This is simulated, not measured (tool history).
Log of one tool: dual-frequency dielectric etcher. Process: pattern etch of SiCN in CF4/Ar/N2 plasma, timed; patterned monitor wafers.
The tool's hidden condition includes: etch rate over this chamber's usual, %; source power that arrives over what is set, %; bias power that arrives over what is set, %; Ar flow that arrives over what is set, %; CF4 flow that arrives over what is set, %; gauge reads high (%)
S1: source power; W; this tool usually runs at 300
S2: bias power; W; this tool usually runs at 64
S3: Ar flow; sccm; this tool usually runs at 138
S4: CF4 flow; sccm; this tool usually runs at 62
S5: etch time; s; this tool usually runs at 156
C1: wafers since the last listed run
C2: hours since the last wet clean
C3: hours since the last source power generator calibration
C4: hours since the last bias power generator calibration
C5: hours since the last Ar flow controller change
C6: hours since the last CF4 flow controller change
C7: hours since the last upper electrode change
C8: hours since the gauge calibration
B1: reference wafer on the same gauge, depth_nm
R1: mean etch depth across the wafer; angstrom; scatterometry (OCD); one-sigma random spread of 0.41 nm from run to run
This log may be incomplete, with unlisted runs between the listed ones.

{"run": 1, "day": 0.0, "S1": 300, "S2": 64, "S3": 138, "S4": 73, "S5": 156, "C1": 0, "C2": 95.7, "C3": 2437.2, "C4": 4745, "C5": 2462.1, "C6": 3361.2, "C7": 4065.7, "C8": 737.3, "B1": 72.5, "R1": 858}
{"run": 2, "day": 1.817, "S1": 300, "S2": 64, "S3": 138, "S4": 62, "S5": 156, "C1": 413, "C2": 139.3, "C3": 2480.8, "C4": 4788.6, "C5": 2505.7, "C6": 3404.8, "C7": 4109.3, "C8": 780.9, "B1": 72.5, "R1": 843}
{"run": 3, "day": 7.917, "S1": 300, "S2": 64, "S3": 138, "S4": 62, "S5": 156, "C1": 1388, "C2": 285.7, "C3": 2627.2, "C4": 4935, "C5": 2652.1, "C6": 3551.2, "C7": 4255.7, "C8": 927.3, "B1": 72.5, "R1": 857}
{"run": 4, "day": 12.192, "S1": 300, "S2": 64, "S3": 138, "S4": 62, "S5": 156, "C1": 973, "C2": 388.3, "C3": 2729.8, "C4": 5037.6, "C5": 2754.7, "C6": 3653.8, "C7": 4358.3, "C8": 1029.9, "B1": 72.5, "R1": 855}
{"run": 5, "day": 16.538, "S1": 300, "S2": 64, "S3": 138, "S4": 62, "S5": 156, "C1": 989, "C2": 492.6, "C3": 2834.1, "C4": 5141.9, "C5": 2859, "C6": 3758.1, "C7": 4462.6, "C8": 1134.2, "B1": 72.5, "R1": 862}
{"day": 19.771, "done": "bias power generator calibrated"}
{"run": 6, "day": 20.092, "S1": 300, "S2": 64, "S3": 138, "S4": 62, "S5": 156, "C1": 771, "C2": 577.9, "C3": 2919.4, "C4": 7.7, "C5": 2944.3, "C6": 3843.4, "C7": 4547.9, "C8": 1219.5, "B1": 72.5, "R1": 865}
{"day": 21.275, "done": "wet clean of the chamber"}
{"run": 7, "day": 22.575, "S1": 300, "S2": 64, "S3": 138, "S4": 62, "S5": 156, "C1": 337, "C2": 31.2, "C3": 2979, "C4": 67.3, "C5": 3003.9, "C6": 3903, "C7": 4607.5, "C8": 1279.1, "B1": 72.5, "R1": 838}
{"day": 24.325, "done": "Ar flow controller replaced"}
{"run": 8, "day": 26.371, "S1": 300, "S2": 64, "S3": 138, "S4": 62, "S5": 156, "C1": 807, "C2": 122.3, "C3": 3070.1, "C4": 158.4, "C5": 49.1, "C6": 3994.1, "C7": 4698.6, "C8": 1370.2, "B1": 72.5, "R1": 845}
{"day": 27.467, "done": "CF4 flow controller replaced"}
{"run": 9, "day": 30.075, "S1": 300, "S2": 64, "S3": 138, "S4": 62, "S5": 156, "C1": 786, "C2": 211.2, "C3": 3159, "C4": 247.3, "C5": 138, "C6": 62.6, "C7": 4787.5, "C8": 1459.1, "B1": 72.6, "R1": 855}
{"run": 10, "day": 32.354, "S1": 300, "S2": 64, "S3": 138, "S4": 62, "S5": 156, "C1": 518, "C2": 265.9, "C3": 3213.7, "C4": 302, "C5": 192.7, "C6": 117.3, "C7": 4842.2, "C8": 1513.8, "B1": 72.5, "R1": 849}
{"day": 33.854, "done": "source power generator calibrated"}
{"run": 11, "day": 33.942, "S1": 300, "S2": 64, "S3": 153, "S4": 62, "S5": 156, "C1": 323, "C2": 304, "C3": 2.1, "C4": 340.1, "C5": 230.8, "C6": 155.4, "C7": 4880.3, "C8": 1551.9, "B1": 72.5, "R1": 842}
{"run": 12, "day": 36.433, "S1": 300, "S2": 78, "S3": 138, "S4": 62, "S5": 117, "C1": 567, "C2": 363.8, "C3": 61.9, "C4": 399.9, "C5": 290.6, "C6": 215.2, "C7": 4940.1, "C8": 1611.7, "B1": 72.6, "R1": 688}
{"day": 38.946, "done": "gauge calibrated"}
{"run": 13, "day": 39.9, "S1": 300, "S2": 64, "S3": 129, "S4": 75, "S5": 156, "C1": 789, "C2": 447, "C3": 145.1, "C4": 483.1, "C5": 373.8, "C6": 298.4, "C7": 5023.3, "C8": 22.9, "B1": 72.5, "R1": 892}
{"day": 44.208, "done": "upper electrode replaced"}
{"run": 14, "day": 44.229, "S1": 300, "S2": 64, "S3": 138, "S4": 62, "S5": 156, "C1": 757, "C2": 550.9, "C3": 249, "C4": 587, "C5": 477.7, "C6": 402.3, "C7": 0.5, "C8": 126.8, "B1": 72.4, "R1": 875}
{"run": 15, "day": 47.067, "S1": 300, "S2": 64, "S3": 108, "S4": 76, "S5": 156, "C1": 646, "C2": 619, "C3": 317.1, "C4": 655.1, "C5": 545.8, "C6": 470.4, "C7": 68.6, "C8": 194.9, "B1": 72.4, "R1": 927}
{"day": 48.35, "done": "wet clean of the chamber"}
{"run": 16, "day": 50.65, "S1": 300, "S2": 64, "S3": 138, "S4": 62, "S5": 156, "C1": 588, "C2": 55.2, "C3": 403.1, "C4": 741.1, "C5": 631.8, "C6": 556.4, "C7": 154.6, "C8": 280.9, "B1": 72.4, "R1": 839}
{"run": 17, "day": 54.212, "S1": 300, "S2": 64, "S3": 138, "S4": 58, "S5": 156, "C1": 811, "C2": 140.7, "C3": 488.6, "C4": 826.6, "C5": 717.3, "C6": 641.9, "C7": 240.1, "C8": 366.4, "B1": 72.5, "R1": 837}
{"run": 18, "day": 56.133, "S1": 370, "S2": 56, "S3": 170, "S4": 62, "S5": 156, "C1": 437, "C2": 186.8, "C3": 534.7, "C4": 872.7, "C5": 763.4, "C6": 688, "C7": 286.2, "C8": 412.5, "B1": 72.5, "R1": 959}
{"run": 19, "day": 58.958, "S1": 300, "S2": 58, "S3": 138, "S4": 62, "S5": 156, "C1": 643, "C2": 254.6, "C3": 602.5, "C4": 940.5, "C5": 831.2, "C6": 755.8, "C7": 354, "C8": 480.3, "B1": 72.4, "R1": 826}

Here are 4 independent what-if runs from the current tool condition. What would each one return?
{"run": "A", "day": 58.979, "S1": 300, "S2": 53, "S3": 138, "S4": 62, "S5": 156, "C1": 4, "C2": 255.1, "C3": 603, "C4": 941, "C5": 831.7, "C6": 756.3, "C7": 354.5, "C8": 480.8, "B1": "?", "R1": "?"}
{"run": "B", "day": 58.979, "S1": 240, "S2": 64, "S3": 138, "S4": 62, "S5": 136.5, "C1": 4, "C2": 255.1, "C3": 603, "C4": 941, "C5": 831.7, "C6": 756.3, "C7": 354.5, "C8": 480.8, "B1": "?", "R1": "?"}
{"run": "C", "day": 58.979, "S1": 300, "S2": 71, "S3": 138, "S4": 68, "S5": 156, "C1": 4, "C2": 255.1, "C3": 603, "C4": 941, "C5": 831.7, "C6": 756.3, "C7": 354.5, "C8": 480.8, "B1": "?", "R1": "?"}
{"run": "D", "day": 58.979, "S1": 300, "S2": 69, "S3": 138, "S4": 62, "S5": 134, "C1": 4, "C2": 255.1, "C3": 603, "C4": 941, "C5": 831.7, "C6": 756.3, "C7": 354.5, "C8": 480.8, "B1": "?", "R1": "?"}

run=A B1=72.5 R1=803
run=B B1=72.5 R1=610
run=C B1=72.5 R1=902
run=D B1=72.5 R1=756
Without the tool's unlogged condition, the same runs would have read:
run=A R1=784
run=B R1=596
run=C R1=881
run=D R1=738
